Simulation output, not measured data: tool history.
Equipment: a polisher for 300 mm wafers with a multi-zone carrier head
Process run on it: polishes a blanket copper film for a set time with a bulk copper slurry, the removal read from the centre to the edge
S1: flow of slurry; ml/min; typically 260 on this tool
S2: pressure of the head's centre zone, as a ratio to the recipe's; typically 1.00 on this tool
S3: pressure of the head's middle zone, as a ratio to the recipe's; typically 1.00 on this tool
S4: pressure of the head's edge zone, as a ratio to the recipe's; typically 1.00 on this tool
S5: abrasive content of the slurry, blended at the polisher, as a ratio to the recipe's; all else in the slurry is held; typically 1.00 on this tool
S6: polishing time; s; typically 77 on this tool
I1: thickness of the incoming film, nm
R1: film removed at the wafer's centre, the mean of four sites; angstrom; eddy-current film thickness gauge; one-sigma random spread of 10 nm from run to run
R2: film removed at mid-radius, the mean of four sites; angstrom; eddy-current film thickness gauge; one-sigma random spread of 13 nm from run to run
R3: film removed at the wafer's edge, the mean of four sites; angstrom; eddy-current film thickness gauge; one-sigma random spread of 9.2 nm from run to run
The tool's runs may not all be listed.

run    hour   S1    S2    S3    S4    S5  S6      I1     R1     R2     R3
  1     0.0  310  1.00  1.00  1.00  1.00  77  4490.3  10429  10558  10364
  2    33.5  260  1.00  1.00  1.00  1.00  77  4448.3  10268  10573  10160
       45.5  -- centre zone pressure recalibrated
  3    94.1  260  1.00  1.00  1.00  1.00  77  4574.2  10344  10671  10305
  4   247.6  260  1.00  1.00  1.00  1.00  77  4536.1  10283  10645  10336
      263.7  -- worn pad replaced by a new one
  5   289.2  260  1.00  1.00  1.00  1.00  77  4445.6  10406  10527  10287
  6   319.8  260  1.00  1.00  1.00  0.90  77  4447.7   9981  10144  10119
      342.0  -- slurry nozzle cleaned
      409.3  -- carrier head's membrane replaced by a new one
  7   444.7  310  1.00  0.93  1.00  1.25  77  4441.3  11038  10869  10807
  8   475.9  260  1.00  1.00  1.00  1.30  86  4448.5  12331  12317  11953
      495.4  -- edge zone pressure recalibrated
  9   518.6  260  1.00  1.00  1.00  1.00  77  4410.8  10195  10615  10286
      543.2  -- worn pad replaced by a new one
 10   563.4  260  1.00  1.00  1.07  1.15  77  4468.1  10729  10605  10901
 11   610.1  260  1.00  1.00  1.07  1.15  77  4559.2  10512  10878  11119
 12   681.4  260  1.00  1.00  1.00  1.00  77  4557.8  10352  10539  10235
 13   731.0  260  0.92  1.00  1.12  1.00  77  4434.4   9435  10624  10889
 14   795.6  260  0.92  1.00  1.00  1.10  77  4419.0   9705  10607  10480
 15   848.0  260  1.00  1.00  1.00  1.00  77  4477.4  10496  10656  10407
      857.1  -- worn pad replaced by a new one
 16   890.5  260  1.00  1.00  1.08  0.80  77  4434.1   9799  10288  10263
 17   942.0  260  1.00  1.00  1.00  1.00  77  4411.7  10250  10469  10301
 18   976.9  305  1.00  1.00  1.07  1.00  52  4544.5   6990   7344   7258
 19  1015.7  260  1.00  1.00  1.00  1.00  77  4470.9  10272  10349  10314
 20  1144.1  260  1.00  1.00  1.00  0.85  64  4441.9   8330   8474   8300
     1166.4  -- worn pad replaced by a new one
     1166.6  -- centre zone pressure recalibrated
 21  1181.1  260  1.00  1.00  1.06  1.00  77  4520.9  10249  10633  10532

The tool's hidden state at each run:
removal rate lost through wear of the pad, %: 0 at every run
slurry flow missing at the pad, %: 0 at every run
deviation of the centre zone's pressure from its setpoint, %: 0 at every run
deviation of the edge zone's pressure from its setpoint, %: 0 at every run
